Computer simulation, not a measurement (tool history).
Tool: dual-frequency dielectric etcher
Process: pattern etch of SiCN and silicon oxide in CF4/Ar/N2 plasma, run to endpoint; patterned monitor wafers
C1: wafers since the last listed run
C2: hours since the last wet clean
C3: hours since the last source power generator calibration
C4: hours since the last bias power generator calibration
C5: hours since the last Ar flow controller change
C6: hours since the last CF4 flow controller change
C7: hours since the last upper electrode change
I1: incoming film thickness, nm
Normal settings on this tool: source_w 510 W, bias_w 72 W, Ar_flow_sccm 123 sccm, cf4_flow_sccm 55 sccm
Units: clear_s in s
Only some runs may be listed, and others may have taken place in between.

{"run": 1, "day": 0.0, "source_w": 510, "bias_w": 72, "Ar_flow_sccm": 123, "cf4_flow_sccm": 55, "C1": 0, "C2": 69.9, "C3": 2678.0, "C4": 867.2, "C5": 1633.8, "C6": 2616.7, "C7": 2766.3, "I1": 11.17, "clear_s": 12.7}
{"run": 2, "day": 1.792, "source_w": 510, "bias_w": 72, "Ar_flow_sccm": 123, "cf4_flow_sccm": 55, "C1": 541, "C2": 112.9, "C3": 2721.0, "C4": 910.2, "C5": 1676.8, "C6": 2659.7, "C7": 2809.3, "I1": 11.3, "clear_s": 12.8}
{"run": 3, "day": 3.521, "source_w": 510, "bias_w": 72, "Ar_flow_sccm": 123, "cf4_flow_sccm": 55, "C1": 522, "C2": 154.4, "C3": 2762.5, "C4": 951.7, "C5": 1718.3, "C6": 2701.2, "C7": 2850.8, "I1": 11.18, "clear_s": 12.7}
{"run": 4, "day": 4.671, "source_w": 510, "bias_w": 72, "Ar_flow_sccm": 115, "cf4_flow_sccm": 65, "C1": 347, "C2": 182.0, "C3": 2790.1, "C4": 979.3, "C5": 1745.9, "C6": 2728.8, "C7": 2878.4, "I1": 11.23, "clear_s": 12.1}
{"run": 5, "day": 5.925, "source_w": 510, "bias_w": 84, "Ar_flow_sccm": 103, "cf4_flow_sccm": 55, "C1": 379, "C2": 212.1, "C3": 2820.2, "C4": 1009.4, "C5": 1776.0, "C6": 2758.9, "C7": 2908.5, "I1": 11.18, "clear_s": 11.5}
{"run": 6, "day": 7.733, "source_w": 510, "bias_w": 84, "Ar_flow_sccm": 103, "cf4_flow_sccm": 55, "C1": 546, "C2": 255.5, "C3": 2863.6, "C4": 1052.8, "C5": 1819.4, "C6": 2802.3, "C7": 2951.9, "I1": 11.32, "clear_s": 11.6}
{"run": 7, "day": 10.633, "source_w": 510, "bias_w": 84, "Ar_flow_sccm": 103, "cf4_flow_sccm": 55, "C1": 876, "C2": 325.1, "C3": 2933.2, "C4": 1122.4, "C5": 1889.0, "C6": 2871.9, "C7": 3021.5, "I1": 11.14, "clear_s": 11.6}
{"run": 8, "day": 15.979, "source_w": 510, "bias_w": 72, "Ar_flow_sccm": 123, "cf4_flow_sccm": 61, "C1": 1615, "C2": 453.4, "C3": 3061.5, "C4": 1250.7, "C5": 2017.3, "C6": 3000.2, "C7": 3149.8, "I1": 11.19, "clear_s": 12.6}
{"day": 17.425, "done": "Ar flow controller replaced"}
{"run": 9, "day": 18.425, "source_w": 510, "bias_w": 72, "Ar_flow_sccm": 123, "cf4_flow_sccm": 55, "C1": 663, "C2": 512.1, "C3": 3120.2, "C4": 1309.4, "C5": 24.0, "C6": 3058.9, "C7": 3208.5, "I1": 11.23, "clear_s": 13.0}
{"run": 10, "day": 21.104, "source_w": 510, "bias_w": 72, "Ar_flow_sccm": 123, "cf4_flow_sccm": 55, "C1": 809, "C2": 576.4, "C3": 3184.5, "C4": 1373.7, "C5": 88.3, "C6": 3123.2, "C7": 3272.8, "I1": 11.15, "clear_s": 12.8}
{"day": 22.071, "done": "source power generator calibrated"}
{"day": 24.017, "done": "wet clean of the chamber"}
{"run": 11, "day": 24.038, "source_w": 510, "bias_w": 72, "Ar_flow_sccm": 123, "cf4_flow_sccm": 55, "C1": 533, "C2": 0.5, "C3": 47.2, "C4": 1444.1, "C5": 158.7, "C6": 3193.6, "C7": 3343.2, "I1": 11.2, "clear_s": 11.8}
{"day": 24.417, "done": "CF4 flow controller replaced"}
{"run": 12, "day": 25.788, "source_w": 510, "bias_w": 72, "Ar_flow_sccm": 123, "cf4_flow_sccm": 55, "C1": 453, "C2": 42.5, "C3": 89.2, "C4": 1486.1, "C5": 200.7, "C6": 32.9, "C7": 3385.2, "I1": 11.21, "clear_s": 11.7}
{"run": 13, "day": 27.925, "source_w": 630, "bias_w": 72, "Ar_flow_sccm": 100, "cf4_flow_sccm": 55, "C1": 646, "C2": 93.8, "C3": 140.5, "C4": 1537.4, "C5": 252.0, "C6": 84.2, "C7": 3436.5, "I1": 11.15, "clear_s": 8.9}
{"day": 28.954, "done": "upper electrode replaced"}
{"run": 14, "day": 29.012, "source_w": 510, "bias_w": 58, "Ar_flow_sccm": 97, "cf4_flow_sccm": 55, "C1": 26, "C2": 119.9, "C3": 166.6, "C4": 1563.5, "C5": 278.1, "C6": 110.3, "C7": 1.4, "I1": 11.3, "clear_s": 12.3}
{"run": 15, "day": 30.208, "source_w": 390, "bias_w": 62, "Ar_flow_sccm": 99, "cf4_flow_sccm": 41, "C1": 361, "C2": 148.6, "C3": 195.3, "C4": 1592.2, "C5": 306.8, "C6": 139.0, "C7": 30.1, "I1": 11.21, "clear_s": 17.5}
{"day": 32.629, "done": "wet clean of the chamber, repeated, since the last time left the tool worse"}
{"run": 16, "day": 32.65, "source_w": 510, "bias_w": 72, "Ar_flow_sccm": 123, "cf4_flow_sccm": 55, "C1": 435, "C2": 0.5, "C3": 253.9, "C4": 1650.8, "C5": 365.4, "C6": 197.6, "C7": 88.7, "I1": 11.11, "clear_s": 12.5}
{"day": 35.129, "done": "bias power generator calibrated"}
{"run": 17, "day": 35.171, "source_w": 510, "bias_w": 72, "Ar_flow_sccm": 123, "cf4_flow_sccm": 55, "C1": 711, "C2": 61.0, "C3": 314.4, "C4": 1.0, "C5": 425.9, "C6": 258.1, "C7": 149.2, "I1": 11.13, "clear_s": 12.6}
{"run": 18, "day": 36.583, "source_w": 510, "bias_w": 72, "Ar_flow_sccm": 140, "cf4_flow_sccm": 55, "C1": 426, "C2": 94.9, "C3": 348.3, "C4": 34.9, "C5": 459.8, "C6": 292.0, "C7": 183.1, "I1": 11.09, "clear_s": 12.9}
{"run": 19, "day": 37.671, "source_w": 610, "bias_w": 72, "Ar_flow_sccm": 149, "cf4_flow_sccm": 55, "C1": 328, "C2": 121.0, "C3": 374.4, "C4": 61.0, "C5": 485.9, "C6": 318.1, "C7": 209.2, "I1": 11.24, "clear_s": 11.0}
{"run": 20, "day": 39.796, "source_w": 410, "bias_w": 72, "Ar_flow_sccm": 123, "cf4_flow_sccm": 55, "C1": 642, "C2": 172.0, "C3": 425.4, "C4": 112.0, "C5": 536.9, "C6": 369.1, "C7": 260.2, "I1": 11.11, "clear_s": 16.3}

What does the tool deliver on the next run?
{"run": 21, "day": 42.775, "source_w": 510, "bias_w": 72, "Ar_flow_sccm": 123, "cf4_flow_sccm": 55, "C1": 900, "C2": 243.5, "C3": 496.9, "C4": 183.5, "C5": 608.4, "C6": 440.6, "C7": 331.7, "I1": 11.16, "clear_s": "?"}

{"run 21": {"clear_s": 12.8}}
If the tool had no hidden condition, the same run with the same run-to-run variation would have returned clear_s 12.5 s.
